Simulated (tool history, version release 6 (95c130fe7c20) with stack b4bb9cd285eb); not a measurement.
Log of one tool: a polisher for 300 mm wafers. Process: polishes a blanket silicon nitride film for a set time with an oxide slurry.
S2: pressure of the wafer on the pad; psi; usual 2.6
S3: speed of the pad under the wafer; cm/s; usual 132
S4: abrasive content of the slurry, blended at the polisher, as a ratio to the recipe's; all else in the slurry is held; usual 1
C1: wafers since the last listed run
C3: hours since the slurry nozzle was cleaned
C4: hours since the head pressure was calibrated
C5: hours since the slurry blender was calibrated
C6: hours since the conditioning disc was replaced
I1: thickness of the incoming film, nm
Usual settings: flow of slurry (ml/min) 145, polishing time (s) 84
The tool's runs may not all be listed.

run 1 day=0 | flow_of_slurry_(ml/min)=110 S2=2.6 S3=132 S4=1 polishing_time_(s)=84 | C1=0 wafers_polished_on_this_pad=377 C3=315.4 C4=403.5 C5=162.1 C6=25 | I1=616.2 | film_removed_(Å)=481
-- day=1.033 slurry blender recalibrated
run 2 day=1.225 | flow_of_slurry_(ml/min)=110 S2=2.6 S3=132 S4=1 polishing_time_(s)=84 | C1=292 wafers_polished_on_this_pad=669 C3=344.8 C4=432.9 C5=4.6 C6=54.4 | I1=616.9 | film_removed_(Å)=506
run 3 day=4.192 | flow_of_slurry_(ml/min)=145 S2=2.2 S3=132 S4=1 polishing_time_(s)=84 | C1=759 wafers_polished_on_this_pad=1429 C3=416 C4=504.1 C5=75.8 C6=125.6 | I1=611.8 | film_removed_(Å)=438
run 4 day=5.467 | flow_of_slurry_(ml/min)=145 S2=2.6 S3=132 S4=0.9 polishing_time_(s)=98 | C1=326 wafers_polished_on_this_pad=1756 C3=446.6 C4=534.7 C5=106.4 C6=156.2 | I1=614.3 | film_removed_(Å)=523
-- day=5.588 conditioning disc replaced and pad reconditioned
-- day=5.7 worn pad replaced by a new one
run 5 day=7.821 | flow_of_slurry_(ml/min)=145 S2=2.6 S3=132 S4=0.9 polishing_time_(s)=98 | C1=552 wafers_polished_on_this_pad=543 C3=503.1 C4=591.2 C5=162.9 C6=53.6 | I1=627.6 | film_removed_(Å)=531
-- day=8.617 slurry blender recalibrated
run 6 day=10.004 | flow_of_slurry_(ml/min)=145 S2=2.6 S3=132 S4=1 polishing_time_(s)=84 | C1=537 wafers_polished_on_this_pad=1081 C3=555.5 C4=643.6 C5=33.3 C6=106 | I1=620 | film_removed_(Å)=514
-- day=11.342 conditioning disc replaced and pad reconditioned
-- day=13.188 worn pad replaced by a new one
run 7 day=15.042 | flow_of_slurry_(ml/min)=145 S2=2.6 S3=132 S4=1 polishing_time_(s)=84 | C1=1226 wafers_polished_on_this_pad=475 C3=676.4 C4=764.5 C5=154.2 C6=88.8 | I1=627.5 | film_removed_(Å)=479
-- day=15.383 head pressure recalibrated
run 8 day=16.867 | flow_of_slurry_(ml/min)=145 S2=3.1 S3=114 S4=1 polishing_time_(s)=84 | C1=446 wafers_polished_on_this_pad=921 C3=720.2 C4=35.6 C5=198 C6=132.6 | I1=611.2 | film_removed_(Å)=467
-- day=17.233 conditioning disc replaced and pad reconditioned
-- day=17.783 slurry blender recalibrated
run 9 day=17.879 | flow_of_slurry_(ml/min)=145 S2=2.6 S3=120 S4=1 polishing_time_(s)=62 | C1=216 wafers_polished_on_this_pad=1138 C3=744.5 C4=59.9 C5=2.3 C6=15.5 | I1=633.3 | film_removed_(Å)=377
-- day=19.8 worn pad replaced by a new one
run 10 day=20.342 | flow_of_slurry_(ml/min)=145 S2=3.2 S3=132 S4=1 polishing_time_(s)=101 | C1=587 wafers_polished_on_this_pad=139 C3=803.6 C4=119 C5=61.4 C6=74.6 | I1=615.6 | film_removed_(Å)=730
-- day=22.583 slurry nozzle cleaned
run 11 day=22.862 | flow_of_slurry_(ml/min)=145 S2=2.1 S3=132 S4=0.85 polishing_time_(s)=84 | C1=634 wafers_polished_on_this_pad=773 C3=6.7 C4=179.5 C5=121.9 C6=135.1 | I1=628.4 | film_removed_(Å)=357
-- day=23.654 conditioning disc replaced and pad reconditioned
run 12 day=25.371 | flow_of_slurry_(ml/min)=145 S2=1.9 S3=132 S4=1 polishing_time_(s)=84 | C1=621 wafers_polished_on_this_pad=1395 C3=66.9 C4=239.7 C5=182.1 C6=41.2 | I1=628.9 | film_removed_(Å)=360
-- day=26.471 slurry blender recalibrated
-- day=26.629 worn pad replaced by a new one
run 13 day=29.825 | flow_of_slurry_(ml/min)=145 S2=2.6 S3=132 S4=1 polishing_time_(s)=84 | C1=1078 wafers_polished_on_this_pad=818 C3=173.8 C4=346.6 C5=80.5 C6=148.1 | I1=615.5 | film_removed_(Å)=483
-- day=30.121 conditioning disc replaced and pad reconditioned
run 14 day=31.675 | flow_of_slurry_(ml/min)=145 S2=2.6 S3=132 S4=1.15 polishing_time_(s)=65 | C1=452 wafers_polished_on_this_pad=1271 C3=218.2 C4=391 C5=124.9 C6=37.3 | I1=612.9 | film_removed_(Å)=434

Forecast run 15:
-- day=33.767 worn pad replaced by a new one
run 15 day=33.812 | flow_of_slurry_(ml/min)=115 S2=2.3 S3=132 S4=1.1 polishing_time_(s)=84 | C1=504 wafers_polished_on_this_pad=11 C3=269.5 C4=442.3 C5=176.2 C6=88.6 | I1=607.2 | film_removed_(Å)=?

Run 15 gave film removed (Å) 433.
Without the tool's hidden state the same run would have given film removed (Å) 501.
